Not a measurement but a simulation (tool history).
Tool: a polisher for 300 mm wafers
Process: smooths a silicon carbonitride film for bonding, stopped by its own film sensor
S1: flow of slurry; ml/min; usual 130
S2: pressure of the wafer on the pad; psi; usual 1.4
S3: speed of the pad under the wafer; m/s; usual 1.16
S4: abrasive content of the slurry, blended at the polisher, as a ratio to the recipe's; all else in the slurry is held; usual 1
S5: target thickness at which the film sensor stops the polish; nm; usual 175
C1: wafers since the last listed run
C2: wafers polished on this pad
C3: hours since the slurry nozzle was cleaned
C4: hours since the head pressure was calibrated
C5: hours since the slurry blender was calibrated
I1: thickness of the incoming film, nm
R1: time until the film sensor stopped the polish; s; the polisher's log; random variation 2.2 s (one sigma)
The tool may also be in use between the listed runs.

run,hour,S1,S2,S3,S4,S5,C1,C2,C3,C4,C5,I1,R1
1,0,130,1.4,1.16,0.85,175,0,97,37.1,481.8,183.6,201.9,161
# hour 14.1: slurry blender recalibrated
2,24.9,130,1.4,1.16,0.85,175,199,297,62,506.7,10.8,202.4,170.1
3,40.2,130,1.4,1.16,0.85,175,133,431,77.3,522,26.1,201.8,167.5
4,68.7,130,1.4,1.16,1.2,175,248,679,105.8,550.5,54.6,199.5,127.2
5,96.3,130,1.4,1.16,1.2,175,240,920,133.4,578.1,82.2,203.4,155.6
# hour 109.5: worn pad replaced by a new one
6,110,130,1.4,1.16,1,175,84,4,147.1,591.8,95.9,201.9,152.5
7,138.9,130,1.4,1.16,1,175,252,256,176,620.7,124.8,202.9,159.2
8,164.8,130,1.4,1.16,1,175,225,482,201.9,646.6,150.7,202.6,165.8
9,190.2,130,1.4,1.16,1.15,175,221,704,227.3,672,176.1,200.5,142.5
# hour 200.5: slurry blender recalibrated
# hour 223.4: head pressure recalibrated
10,223.9,130,1.4,1.16,1,175,259,963,261,0.5,23.4,200.5,127.6
11,240.6,130,1.4,1.16,1,175,145,1109,277.7,17.2,40.1,198.9,123
# hour 245.3: worn pad replaced by a new one
12,275.1,90,1.4,1.38,1,175,266,259,312.2,51.7,74.6,199.1,117.6
13,304.2,130,1.4,1.16,1,175,253,513,341.3,80.8,103.7,202.9,144
14,322,130,1.4,1.16,1,175,155,668,359.1,98.6,121.5,199.7,129.8
15,337.6,130,1.4,1.16,1,175,136,804,374.7,114.2,137.1,202.1,140
# hour 343.9: slurry nozzle cleaned
# hour 366.9: worn pad replaced by a new one
16,368.7,130,1.6,1.16,1,175,227,15,24.8,145.3,168.2,203.1,128.1
17,382,130,1.4,1.16,1,171,116,131,38.1,158.6,181.5,202.3,169

Run 18 comes next. What will it give?
# hour 398.3: slurry blender recalibrated
18,411.1,130,1.4,1.28,0.85,175,236,368,67.2,187.7,12.8,200,?

Run 18 gave R1 127.8 s.
Without the tool's hidden state the same run would have given R1 124.2 s.
